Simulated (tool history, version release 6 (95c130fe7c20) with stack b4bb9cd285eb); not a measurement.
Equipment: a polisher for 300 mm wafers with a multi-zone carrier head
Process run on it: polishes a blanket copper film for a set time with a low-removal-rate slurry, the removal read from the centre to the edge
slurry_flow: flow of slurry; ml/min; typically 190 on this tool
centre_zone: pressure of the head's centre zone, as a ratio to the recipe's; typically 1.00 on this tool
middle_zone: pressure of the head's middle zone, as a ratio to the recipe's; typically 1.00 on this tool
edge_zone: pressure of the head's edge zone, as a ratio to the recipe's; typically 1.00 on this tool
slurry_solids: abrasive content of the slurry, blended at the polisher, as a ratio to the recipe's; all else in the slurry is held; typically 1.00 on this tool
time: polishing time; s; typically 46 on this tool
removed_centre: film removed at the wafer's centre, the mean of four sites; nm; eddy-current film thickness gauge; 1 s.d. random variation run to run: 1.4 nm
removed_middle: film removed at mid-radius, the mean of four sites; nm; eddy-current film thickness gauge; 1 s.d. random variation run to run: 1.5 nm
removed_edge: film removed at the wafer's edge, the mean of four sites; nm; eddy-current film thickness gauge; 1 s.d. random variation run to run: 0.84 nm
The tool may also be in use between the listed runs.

| run | hour | slurry_flow | centre_zone | middle_zone | edge_zone | slurry_solids | time | incoming thickness of the incoming film, nm | removed_centre | removed_middle | removed_edge |
|---|---|---|---|---|---|---|---|---|---|---|---|
| 1 | 0.0 | 190 | 1.00 | 1.00 | 1.00 | 1.00 | 46 | 1328.3 | 104.4 | 107.8 | 109.4 |
| 2 | 90.5 | 165 | 1.00 | 1.00 | 1.00 | 1.00 | 34 | 1344.9 | 75.5 | 79.2 | 79.9 |
|  | 285.0 | worn pad replaced by a new one |
| 3 | 290.9 | 190 | 1.00 | 1.00 | 0.91 | 1.00 | 46 | 1323.3 | 98.9 | 108.9 | 104.1 |
| 4 | 371.6 | 190 | 1.00 | 1.00 | 1.00 | 1.00 | 46 | 1356.7 | 97.3 | 106.2 | 108.4 |
|  | 411.2 | slurry nozzle cleaned |
| 5 | 439.7 | 190 | 1.00 | 1.00 | 0.91 | 1.00 | 46 | 1351.4 | 94.6 | 105.4 | 104.3 |
|  | 445.9 | centre zone pressure recalibrated |
| 6 | 526.8 | 190 | 1.00 | 0.95 | 1.00 | 1.00 | 46 | 1358.6 | 104.9 | 103.3 | 108.3 |
| 7 | 588.9 | 190 | 1.00 | 1.00 | 1.00 | 1.00 | 46 | 1325.1 | 103.9 | 107.7 | 107.3 |
| 8 | 679.7 | 190 | 1.11 | 1.00 | 1.05 | 1.00 | 51 | 1349.1 | 126.9 | 117.8 | 121.6 |
| 9 | 715.8 | 190 | 0.90 | 1.00 | 0.89 | 1.00 | 46 | 1338.2 | 90.2 | 107.5 | 103.4 |
| 10 | 798.0 | 155 | 1.00 | 1.00 | 1.00 | 1.25 | 46 | 1321.5 | 101.7 | 109.2 | 110.6 |
|  | 822.7 | edge zone pressure recalibrated |
|  | 824.0 | worn pad replaced by a new one |
| 11 | 841.2 | 190 | 1.00 | 1.00 | 1.00 | 1.00 | 46 | 1343.2 | 99.1 | 109.8 | 108.8 |
| 12 | 887.5 | 135 | 0.94 | 1.08 | 1.00 | 1.25 | 46 | 1347.7 | 92.2 | 113.3 | 106.4 |
| 13 | 929.9 | 190 | 1.00 | 1.00 | 1.00 | 1.00 | 51 | 1328.4 | 109.3 | 120.8 | 121.3 |
| 14 | 981.8 | 240 | 1.00 | 0.94 | 1.00 | 1.00 | 51 | 1315.6 | 112.1 | 118.9 | 123.7 |
| 15 | 1059.6 | 230 | 1.06 | 1.00 | 1.00 | 1.00 | 40 | 1356.0 | 88.7 | 95.1 | 96.6 |
|  | 1122.1 | centre zone pressure recalibrated |
|  | 1151.9 | slurry nozzle cleaned |
| 16 | 1152.9 | 190 | 1.06 | 1.00 | 1.10 | 1.00 | 46 | 1343.7 | 114.1 | 108.3 | 110.8 |
| 17 | 1254.5 | 190 | 1.00 | 1.00 | 0.95 | 1.30 | 46 | 1327.2 | 113.2 | 112.7 | 110.0 |
| 18 | 1318.3 | 190 | 1.07 | 0.92 | 1.00 | 1.00 | 46 | 1332.1 | 115.7 | 100.4 | 108.2 |
|  | 1357.9 | worn pad replaced by a new one |
| 19 | 1362.6 | 190 | 1.00 | 1.00 | 1.00 | 1.00 | 52 | 1335.0 | 122.1 | 124.2 | 122.2 |
| 20 | 1406.6 | 140 | 1.00 | 0.97 | 0.90 | 0.70 | 46 | 1338.3 | 93.9 | 93.2 | 94.1 |
| 21 | 1513.5 | 190 | 1.10 | 1.00 | 1.00 | 1.00 | 46 | 1364.3 | 114.1 | 109.0 | 109.1 |

What if the next run were any one of these 4? Each begins from the tool's condition after run 21:
| A | 1513.9 | 190 | 1.00 | 0.89 | 1.00 | 1.00 | 46 | 1332.3 | ? | ? | ? |
| B | 1513.9 | 190 | 1.05 | 1.09 | 1.00 | 0.80 | 46 | 1332.3 | ? | ? | ? |
| C | 1513.9 | 190 | 1.00 | 1.00 | 1.00 | 1.00 | 35 | 1332.3 | ? | ? | ? |
| D | 1513.9 | 210 | 1.00 | 1.10 | 1.00 | 0.85 | 46 | 1332.3 | ? | ? | ? |

| run | removed_centre | removed_middle | removed_edge |
|---|---|---|---|
| A | 101.5 | 97.5 | 108.6 |
| B | 103.2 | 111.7 | 104.6 |
| C | 77.3 | 81.8 | 82.5 |
| D | 100.7 | 115.3 | 106.7 |
Take away the tool's hidden state, keep each run's random variation, and the runs would have read:
| run | removed_centre | removed_middle | removed_edge |
|---|---|---|---|
| A | 104.9 | 97.5 | 108.6 |
| B | 106.6 | 111.7 | 104.6 |
| C | 79.8 | 81.8 | 82.5 |
| D | 104.1 | 115.3 | 106.7 |

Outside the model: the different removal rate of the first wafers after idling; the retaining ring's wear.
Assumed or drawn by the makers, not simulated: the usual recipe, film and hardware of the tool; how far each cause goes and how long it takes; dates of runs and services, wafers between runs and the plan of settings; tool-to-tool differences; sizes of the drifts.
